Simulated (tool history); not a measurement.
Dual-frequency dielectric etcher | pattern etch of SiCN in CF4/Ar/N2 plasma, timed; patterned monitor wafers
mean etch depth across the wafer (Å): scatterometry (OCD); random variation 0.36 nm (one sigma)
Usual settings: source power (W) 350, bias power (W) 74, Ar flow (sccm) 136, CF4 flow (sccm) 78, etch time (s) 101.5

| run | hour | source power (W) | bias power (W) | Ar flow (sccm) | CF4 flow (sccm) | etch time (s) | wafers since the last listed run | hours since the last wet clean | hours since the last source power generator calibration | hours since the last bias power generator calibration | hours since the last Ar flow controller change | hours since the last CF4 flow controller change | hours since the last upper electrode change | hours since the gauge calibration | read-back reference wafer on the same gauge, depth_nm | mean etch depth across the wafer (Å) |
|---|---|---|---|---|---|---|---|---|---|---|---|---|---|---|---|---|
| 1 | 0 | 350 | 74 | 136 | 78 | 101.5 | 0 | 235.4 | 4894.8 | 2852.7 | 3343.9 | 4704.8 | 5236.4 | 1444 | 70.8 | 633 |
| 2 | 95.5 | 350 | 74 | 136 | 78 | 101.5 | 1275 | 330.9 | 4990.3 | 2948.2 | 3439.4 | 4800.3 | 5331.9 | 1539.5 | 70.5 | 629 |
|  | 157 | wet clean of the chamber, repeated, since the last time left the tool worse |
| 3 | 189.7 | 350 | 74 | 136 | 78 | 101.5 | 937 | 32.7 | 5084.5 | 3042.4 | 3533.6 | 4894.5 | 5426.1 | 1633.7 | 70.6 | 654 |
|  | 210.4 | CF4 flow controller replaced |
|  | 249.7 | Ar flow controller replaced |
|  | 333.9 | bias power generator calibrated |
| 4 | 375.1 | 350 | 74 | 136 | 78 | 101.5 | 2263 | 218.1 | 5269.9 | 41.2 | 125.4 | 164.7 | 5611.5 | 1819.1 | 70.5 | 654 |
|  | 436.4 | source power generator calibrated |
|  | 443.1 | upper electrode replaced |
| 5 | 450.1 | 400 | 74 | 166 | 63 | 92 | 860 | 293.1 | 13.7 | 116.2 | 200.4 | 239.7 | 7 | 1894.1 | 70.5 | 651 |
| 6 | 497.1 | 350 | 68 | 147 | 84 | 85 | 627 | 340.1 | 60.7 | 163.2 | 247.4 | 286.7 | 54 | 1941.1 | 70.6 | 547 |
| 7 | 584.1 | 350 | 74 | 136 | 86 | 101.5 | 1162 | 427.1 | 147.7 | 250.2 | 334.4 | 373.7 | 141 | 2028.1 | 70.6 | 681 |
| 8 | 649.2 | 390 | 74 | 111 | 78 | 101.5 | 869 | 492.2 | 212.8 | 315.3 | 399.5 | 438.8 | 206.1 | 2093.2 | 70.6 | 765 |
|  | 679.5 | wet clean of the chamber |
| 9 | 745.2 | 350 | 74 | 126 | 78 | 101.5 | 961 | 65.7 | 308.8 | 411.3 | 495.5 | 534.8 | 302.1 | 2189.2 | 70.6 | 662 |
| 10 | 838.2 | 350 | 74 | 168 | 85 | 101.5 | 1242 | 158.7 | 401.8 | 504.3 | 588.5 | 627.8 | 395.1 | 2282.2 | 70.5 | 647 |
| 11 | 879.7 | 350 | 84 | 152 | 78 | 85 | 554 | 200.2 | 443.3 | 545.8 | 630 | 669.3 | 436.6 | 2323.7 | 70.7 | 561 |
| 12 | 980.5 | 350 | 81 | 136 | 78 | 127.5 | 1346 | 301 | 544.1 | 646.6 | 730.8 | 770.1 | 537.4 | 2424.5 | 70.6 | 842 |
| 13 | 1075.8 | 350 | 74 | 127 | 78 | 131 | 1273 | 396.3 | 639.4 | 741.9 | 826.1 | 865.4 | 632.7 | 2519.8 | 70.5 | 859 |
| 14 | 1135.3 | 280 | 63 | 111 | 87 | 101.5 | 794 | 455.8 | 698.9 | 801.4 | 885.6 | 924.9 | 692.2 | 2579.3 | 70.7 | 535 |
|  | 1156.6 | gauge calibrated |
| 15 | 1176.4 | 350 | 74 | 136 | 95 | 101.5 | 549 | 496.9 | 740 | 842.5 | 926.7 | 966 | 733.3 | 19.8 | 70.5 | 688 |
|  | 1241.3 | wet clean of the chamber |
| 16 | 1241.8 | 350 | 74 | 136 | 72 | 101.5 | 553 | 0.5 | 805.4 | 907.9 | 992.1 | 1031.4 | 798.7 | 85.2 | 70.6 | 642 |
| 17 | 1303.8 | 350 | 74 | 136 | 78 | 101.5 | 828 | 62.5 | 867.4 | 969.9 | 1054.1 | 1093.4 | 860.7 | 147.2 | 70.4 | 644 |
| 18 | 1385.5 | 300 | 74 | 114 | 78 | 101.5 | 1091 | 144.2 | 949.1 | 1051.6 | 1135.8 | 1175.1 | 942.4 | 228.9 | 70.6 | 562 |
| 19 | 1489.6 | 350 | 74 | 136 | 78 | 101.5 | 1390 | 248.3 | 1053.2 | 1155.7 | 1239.9 | 1279.2 | 1046.5 | 333 | 70.5 | 658 |
| 20 | 1528.4 | 300 | 74 | 136 | 78 | 101.5 | 518 | 287.1 | 1092 | 1194.5 | 1278.7 | 1318 | 1085.3 | 371.8 | 70.4 | 558 |
| 21 | 1632 | 350 | 74 | 136 | 78 | 101.5 | 1384 | 390.7 | 1195.6 | 1298.1 | 1382.3 | 1421.6 | 1188.9 | 475.4 | 70.5 | 665 |
| 22 | 1678.3 | 350 | 74 | 136 | 78 | 101.5 | 618 | 437 | 1241.9 | 1344.4 | 1428.6 | 1467.9 | 1235.2 | 521.7 | 70.6 | 667 |

Hidden state at the last listed run before each entry between runs and at the first one after, where it differs:
Between runs 2 and 3: wet clean of the chamber, repeated, since the last time left the tool worse (hour 157)
  etch rate over this chamber's usual, %: -2.83 -> -0.0656
  measured less the result without the state, mean etch depth across the wafer (Å): -19 -> +0
Between runs 3 and 4: CF4 flow controller replaced (hour 210.4); Ar flow controller replaced (hour 249.7); bias power generator calibrated (hour 333.9)
  etch rate over this chamber's usual, %: -0.0656 -> 1.06
  measured less the result without the state, mean etch depth across the wafer (Å): +0 -> +7
Between runs 4 and 5: source power generator calibrated (hour 436.4); upper electrode replaced (hour 443.1)
  etch rate over this chamber's usual, %: 1.06 -> 1.52
  measured less the result without the state, mean etch depth across the wafer (Å): +7 -> +9
Between runs 8 and 9: wet clean of the chamber (hour 679.5)
  etch rate over this chamber's usual, %: 2.73 -> 0.348
  measured less the result without the state, mean etch depth across the wafer (Å): +20 -> +2
Between runs 14 and 15: gauge calibrated (hour 1156.6)
  etch rate over this chamber's usual, %: 2.72 -> 2.97
  measured less the result without the state, mean etch depth across the wafer (Å): +14 -> +20
Between runs 15 and 16: wet clean of the chamber (hour 1241.3)
  etch rate over this chamber's usual, %: 2.97 -> -0.781
  measured less the result without the state, mean etch depth across the wafer (Å): +20 -> -5

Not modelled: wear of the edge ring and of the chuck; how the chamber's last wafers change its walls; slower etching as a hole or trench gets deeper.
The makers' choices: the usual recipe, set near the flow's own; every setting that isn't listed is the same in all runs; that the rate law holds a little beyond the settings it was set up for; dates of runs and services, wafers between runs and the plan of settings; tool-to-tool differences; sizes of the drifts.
